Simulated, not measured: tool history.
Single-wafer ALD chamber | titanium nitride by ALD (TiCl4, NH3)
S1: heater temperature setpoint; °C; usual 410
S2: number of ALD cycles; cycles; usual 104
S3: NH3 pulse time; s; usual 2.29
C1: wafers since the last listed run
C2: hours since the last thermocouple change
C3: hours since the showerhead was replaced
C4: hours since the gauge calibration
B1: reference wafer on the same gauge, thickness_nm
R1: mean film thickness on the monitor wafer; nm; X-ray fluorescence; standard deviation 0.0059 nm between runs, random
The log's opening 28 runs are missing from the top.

run,hour,S1,S2,S3,C1,C2,C3,C4,B1,R1
29,344.7,410,104,2.29,12,9.1,79.9,331.1,2.419,2.417
30,359.7,410,104,2.29,21,24.1,94.9,346.1,2.420,2.409
# hour 362.5: gauge calibrated
31,366.9,410,104,2.29,10,31.3,102.1,4.4,2.382,2.380
32,382.7,410,93,3.09,22,47.1,117.9,20.2,2.385,2.161
33,398.1,410,104,2.29,22,62.5,133.3,35.6,2.391,2.393
34,409.7,421,104,1.55,16,74.1,144.9,47.2,2.390,2.348
35,418.6,410,104,2.29,12,83.0,153.8,56.1,2.393,2.392
36,459.3,402,104,2.29,58,123.7,194.5,96.8,2.400,2.395
37,468.8,399,104,1.77,13,133.2,204.0,106.3,2.402,2.332
38,522.4,410,104,2.29,77,186.8,257.6,159.9,2.408,2.403
39,567.0,410,104,2.29,64,231.4,302.2,204.5,2.412,2.410
40,584.0,424,115,3.12,24,248.4,319.2,221.5,2.412,2.702

Below are 4 alternative next runs, each starting from the tool's condition after run 40. Predict each:
A,584.6,410,120,2.29,0,249.0,319.8,222.1,?,?
B,584.6,410,112,2.29,0,249.0,319.8,222.1,?,?
C,584.6,410,104,1.49,0,249.0,319.8,222.1,?,?
D,584.6,410,110,3.05,0,249.0,319.8,222.1,?,?

run,B1,R1
A,2.411,2.769
B,2.411,2.585
C,2.411,2.333
D,2.411,2.568
Take away the tool's hidden state, keep each run's random variation, and the runs would have read:
run,R1
A,2.733
B,2.551
C,2.302
D,2.534
